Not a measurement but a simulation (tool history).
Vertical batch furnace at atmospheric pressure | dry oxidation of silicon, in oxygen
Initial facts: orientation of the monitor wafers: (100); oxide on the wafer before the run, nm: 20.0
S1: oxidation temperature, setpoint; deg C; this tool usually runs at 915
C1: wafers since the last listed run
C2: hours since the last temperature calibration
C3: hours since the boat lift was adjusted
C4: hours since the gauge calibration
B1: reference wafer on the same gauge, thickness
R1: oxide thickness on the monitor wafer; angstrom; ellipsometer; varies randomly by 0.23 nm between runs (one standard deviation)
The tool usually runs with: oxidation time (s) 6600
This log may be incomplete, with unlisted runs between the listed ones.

Run 1, hour 0: usual settings; C1 0; C2 1439.9; C3 4303.8; C4 1144.8; B1 36.45. Result: R1 420.5 angstrom.
Run 2, hour 43.6: usual settings; C1 520; C2 1483.5; C3 4347.4; C4 1188.4; B1 36.45. Result: R1 417.2 angstrom.
Run 3, hour 83.6: usual settings; C1 477; C2 1523.5; C3 4387.4; C4 1228.4; B1 36.48. Result: R1 417.4 angstrom.
Run 4, hour 140.7: usual settings but oxidation time (s) 8640; C1 681; C2 1580.6; C3 4444.5; C4 1285.5; B1 36.39. Result: R1 477.4 angstrom.
Run 5, hour 232.4: usual settings but oxidation time (s) 8640; C1 1094; C2 1672.3; C3 4536.2; C4 1377.2; B1 36.3. Result: R1 474.7 angstrom.
Run 6, hour 332.6: usual settings; C1 1195; C2 1772.5; C3 4636.4; C4 1477.4; B1 36.43. Result: R1 418.2 angstrom.
Run 7, hour 643.5: usual settings; C1 3710; C2 2083.4; C3 4947.3; C4 1788.3; B1 36.39. Result: R1 419.1 angstrom.
Run 8, hour 729.7: usual settings but S1 921 deg C; C1 1028; C2 2169.6; C3 5033.5; C4 1874.5; B1 36.44. Result: R1 437.6 angstrom.
At hour 731.5: gauge calibrated.
Run 9, hour 933.7: usual settings but S1 921 deg C; C1 2434; C2 2373.6; C3 5237.5; C4 202.2; B1 36.36. Result: R1 434.8 angstrom.
Run 10, hour 984.8: usual settings; C1 609; C2 2424.7; C3 5288.6; C4 253.3; B1 36.38. Result: R1 419.3 angstrom.
Run 11, hour 1023.5: usual settings; C1 461; C2 2463.4; C3 5327.3; C4 292; B1 36.34. Result: R1 419.2 angstrom.
Run 12, hour 1077.1: usual settings; C1 639; C2 2517; C3 5380.9; C4 345.6; B1 36.38. Result: R1 418.1 angstrom.
Run 13, hour 1127.6: usual settings; C1 602; C2 2567.5; C3 5431.4; C4 396.1; B1 36.34. Result: R1 414.2 angstrom.
At hour 1197: thermocouples replaced and temperature profile calibrated.
Run 14, hour 1208.3: usual settings but oxidation time (s) 3570; C1 676; C2 11.3; C3 5512.1; C4 476.8; B1 36.35. Result: R1 322 angstrom.
Run 15, hour 1246.8: usual settings; C1 459; C2 49.8; C3 5550.6; C4 515.3; B1 36.48. Result: R1 416.1 angstrom.
Run 16, hour 1306.3: usual settings but S1 906 deg C, oxidation time (s) 7470; C1 710; C2 109.3; C3 5610.1; C4 574.8; B1 36.5. Result: R1 413.9 angstrom.
Run 17, hour 1357.7: usual settings; C1 613; C2 160.7; C3 5661.5; C4 626.2; B1 36.33. Result: R1 416.7 angstrom.
At hour 1463.3: boat lift adjusted.
Run 18, hour 1516.1: usual settings but oxidation time (s) 7950; C1 1604; C2 319.1; C3 52.8; C4 784.6; B1 36.41. Result: R1 455.7 angstrom.
Run 19, hour 1565.2: usual settings but S1 892 deg C, oxidation time (s) 4080; C1 586; C2 368.2; C3 101.9; C4 833.7; B1 36.42. Result: R1 294.8 angstrom.
Run 20, hour 1651.6: usual settings; C1 1031; C2 454.6; C3 188.3; C4 920.1; B1 36.45. Result: R1 417.8 angstrom.
Run 21, hour 1737.9: usual settings but S1 896 deg C, oxidation time (s) 8640; C1 1030; C2 540.9; C3 274.6; C4 1006.4; B1 36.42. Result: R1 411.2 angstrom.
Run 22, hour 1800.3: usual settings but S1 931 deg C; C1 744; C2 603.3; C3 337; C4 1068.8; B1 36.46. Result: R1 471.4 angstrom.
Run 23, hour 1902.2: usual settings but S1 907 deg C, oxidation time (s) 5670; C1 1216; C2 705.2; C3 438.9; C4 1170.7; B1 36.41. Result: R1 369.1 angstrom.
Run 24, hour 1980.9: usual settings but S1 892 deg C, oxidation time (s) 4080; C1 939; C2 783.9; C3 517.6; C4 1249.4; B1 36.34. Result: R1 302.5 angstrom.

List, for all runs, the conditions of the tool that the log does not record:
true tube temperature minus thermocouple reading, K: 0, the same for each run
monitor wafer colder than the profiled boat position, K: 0, the same for each run
gauge reads high (%): 0, the same for each run
